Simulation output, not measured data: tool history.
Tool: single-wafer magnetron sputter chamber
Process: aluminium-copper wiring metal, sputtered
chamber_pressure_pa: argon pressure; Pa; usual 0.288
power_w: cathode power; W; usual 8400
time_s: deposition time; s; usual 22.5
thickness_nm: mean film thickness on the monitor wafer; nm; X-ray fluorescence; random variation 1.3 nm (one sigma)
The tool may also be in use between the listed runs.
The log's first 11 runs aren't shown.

run    hour  chamber_pressure_pa  power_w  time_s  wafers since the last listed run  wafers on the sputter target  hours since the last manometer calibration  hours since the magnet pack was replaced  hours since the gauge calibration  read-back reference wafer on the same gauge, thickness_nm  thickness_nm
     1216.7  -- capacitance manometer re-zeroed and calibrated
 12  1278.9                0.221     6900    18.2                              2084                          7649                                        62.2                                     187.3                              852.1                                                     280.76       220.715
 13  1336.9                0.221     6900    18.2                              1300                          8949                                       120.2                                     245.3                              910.1                                                     280.68       220.895
 14    1381                0.288     8400    22.5                               988                          9938                                       164.3                                     289.4                              954.2                                                    281.153       321.203
 15  1467.3                0.288     8400    21.1                              1934                         11872                                       250.6                                     375.7                             1040.5                                                    281.321       301.676
 16  1520.4                0.254     8400    22.5                              1190                         13063                                       303.7                                     428.8                             1093.6                                                    280.715       326.083
 17  1592.5                0.288     8400    22.5                              1616                         14679                                       375.8                                     500.9                             1165.7                                                    281.016        324.07
     1654.6  -- sputter target and shields replaced
 18  1688.4                0.288     7350    26.9                              1970                           758                                       471.7                                     596.8                             1261.6                                                    281.298       337.638
 19  1731.6                0.288     8400    22.5                               968                          1726                                       514.9                                       640                             1304.8                                                    281.892       319.692

Run 20 comes next. What will it give?
 20  1768.6                0.288     8400    22.5                               829                          2556                                       551.9                                       677                             1341.8                                                          ?             ?

Run 20 gave read-back reference wafer on the same gauge, thickness_nm 281.562, thickness_nm 322.459 nm.
Without the tool's hidden state the same run would have given thickness_nm 321.962 nm.

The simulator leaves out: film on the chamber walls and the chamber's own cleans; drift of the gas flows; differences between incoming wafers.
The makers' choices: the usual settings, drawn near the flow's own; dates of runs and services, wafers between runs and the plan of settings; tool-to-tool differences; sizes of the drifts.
